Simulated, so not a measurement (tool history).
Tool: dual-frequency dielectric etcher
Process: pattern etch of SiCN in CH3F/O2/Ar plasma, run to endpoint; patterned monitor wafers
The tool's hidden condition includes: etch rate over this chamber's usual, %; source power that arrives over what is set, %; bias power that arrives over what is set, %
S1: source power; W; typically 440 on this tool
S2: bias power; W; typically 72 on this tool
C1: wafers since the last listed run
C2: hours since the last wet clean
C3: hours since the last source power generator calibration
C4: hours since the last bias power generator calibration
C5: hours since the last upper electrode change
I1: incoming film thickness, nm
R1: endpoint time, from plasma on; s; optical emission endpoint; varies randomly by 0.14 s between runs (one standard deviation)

| run | hour | S1 | S2 | C1 | C2 | C3 | C4 | C5 | I1 | R1 |
|---|---|---|---|---|---|---|---|---|---|---|
| 1 | 0.0 | 440 | 72 | 0 | 385.2 | 1604.6 | 1997.3 | 3274.5 | 10.73 | 26.9 |
| 2 | 19.2 | 440 | 72 | 342 | 404.4 | 1623.8 | 2016.5 | 3293.7 | 10.59 | 26.6 |
| 3 | 32.3 | 440 | 72 | 233 | 417.5 | 1636.9 | 2029.6 | 3306.8 | 10.55 | 26.4 |
| 4 | 56.3 | 440 | 72 | 428 | 441.5 | 1660.9 | 2053.6 | 3330.8 | 10.62 | 26.5 |
| 5 | 82.2 | 440 | 79 | 461 | 467.4 | 1686.8 | 2079.5 | 3356.7 | 10.60 | 25.4 |
| 6 | 110.9 | 440 | 72 | 511 | 496.1 | 1715.5 | 2108.2 | 3385.4 | 10.74 | 26.5 |
| 7 | 132.5 | 510 | 80 | 385 | 517.7 | 1737.1 | 2129.8 | 3407.0 | 10.59 | 23.9 |
| 8 | 154.0 | 510 | 80 | 383 | 539.2 | 1758.6 | 2151.3 | 3428.5 | 10.49 | 23.8 |
| 9 | 179.0 | 440 | 72 | 445 | 564.2 | 1783.6 | 2176.3 | 3453.5 | 10.79 | 26.8 |
| 10 | 201.8 | 440 | 72 | 406 | 587.0 | 1806.4 | 2199.1 | 3476.3 | 10.66 | 26.2 |
|  | 242.3 | wet clean of the chamber |
| 11 | 242.8 | 440 | 72 | 303 | 0.5 | 1847.4 | 2240.1 | 3517.3 | 10.54 | 26.8 |
| 12 | 243.1 | 440 | 72 | 5 | 0.8 | 1847.7 | 2240.4 | 3517.6 | 10.50 | 27.0 |
|  | 247.9 | bias power generator calibrated |
| 13 | 278.1 | 440 | 72 | 552 | 35.8 | 1882.7 | 30.2 | 3552.6 | 10.58 | 27.1 |
| 14 | 295.5 | 440 | 72 | 310 | 53.2 | 1900.1 | 47.6 | 3570.0 | 10.59 | 27.1 |
|  | 331.4 | upper electrode replaced |
| 15 | 331.9 | 400 | 72 | 221 | 89.6 | 1936.5 | 84.0 | 0.5 | 10.54 | 27.8 |
| 16 | 338.4 | 520 | 58 | 115 | 96.1 | 1943.0 | 90.5 | 7.0 | 10.56 | 28.1 |
| 17 | 356.4 | 330 | 65 | 321 | 114.1 | 1961.0 | 108.5 | 25.0 | 10.66 | 31.3 |
| 18 | 389.6 | 370 | 87 | 592 | 147.3 | 1994.2 | 141.7 | 58.2 | 10.58 | 26.4 |
| 19 | 421.0 | 380 | 54 | 560 | 178.7 | 2025.6 | 173.1 | 89.6 | 10.61 | 32.6 |
| 20 | 435.0 | 500 | 54 | 249 | 192.7 | 2039.6 | 187.1 | 103.6 | 10.48 | 28.6 |
|  | 442.1 | source power generator calibrated |
| 21 | 460.7 | 440 | 72 | 387 | 218.4 | 18.6 | 212.8 | 129.3 | 10.62 | 26.9 |
| 22 | 486.8 | 520 | 55 | 465 | 244.5 | 44.7 | 238.9 | 155.4 | 10.67 | 28.6 |
| 23 | 516.0 | 350 | 80 | 520 | 273.7 | 73.9 | 268.1 | 184.6 | 10.60 | 27.5 |
| 24 | 542.3 | 530 | 55 | 469 | 300.0 | 100.2 | 294.4 | 210.9 | 10.57 | 28.0 |
| 25 | 568.9 | 440 | 72 | 474 | 326.6 | 126.8 | 321.0 | 237.5 | 10.50 | 26.5 |
| 26 | 588.5 | 440 | 72 | 349 | 346.2 | 146.4 | 340.6 | 257.1 | 10.65 | 26.6 |
| 27 | 640.8 | 440 | 77 | 932 | 398.5 | 198.7 | 392.9 | 309.4 | 10.55 | 25.4 |
| 28 | 665.9 | 330 | 88 | 447 | 423.6 | 223.8 | 418.0 | 334.5 | 10.59 | 26.5 |

Each row is a separate what-if for the run after 28, all from the same tool condition, not one after another. Results?
| A | 666.3 | 440 | 72 | 7 | 424.0 | 224.2 | 418.4 | 334.9 | 10.61 | ? |
| B | 666.3 | 340 | 72 | 7 | 424.0 | 224.2 | 418.4 | 334.9 | 10.61 | ? |
| C | 666.3 | 370 | 64 | 7 | 424.0 | 224.2 | 418.4 | 334.9 | 10.61 | ? |
| D | 666.3 | 390 | 61 | 7 | 424.0 | 224.2 | 418.4 | 334.9 | 10.61 | ? |
| E | 666.3 | 370 | 81 | 7 | 424.0 | 224.2 | 418.4 | 334.9 | 10.61 | ? |

| run | R1 |
|---|---|
| A | 26.3 |
| B | 28.7 |
| C | 29.4 |
| D | 29.5 |
| E | 26.5 |
Take away the tool's hidden state, keep each run's random variation, and the runs would have read:
| run | R1 |
|---|---|
| A | 27.5 |
| B | 30.0 |
| C | 30.7 |
| D | 30.8 |
| E | 27.6 |
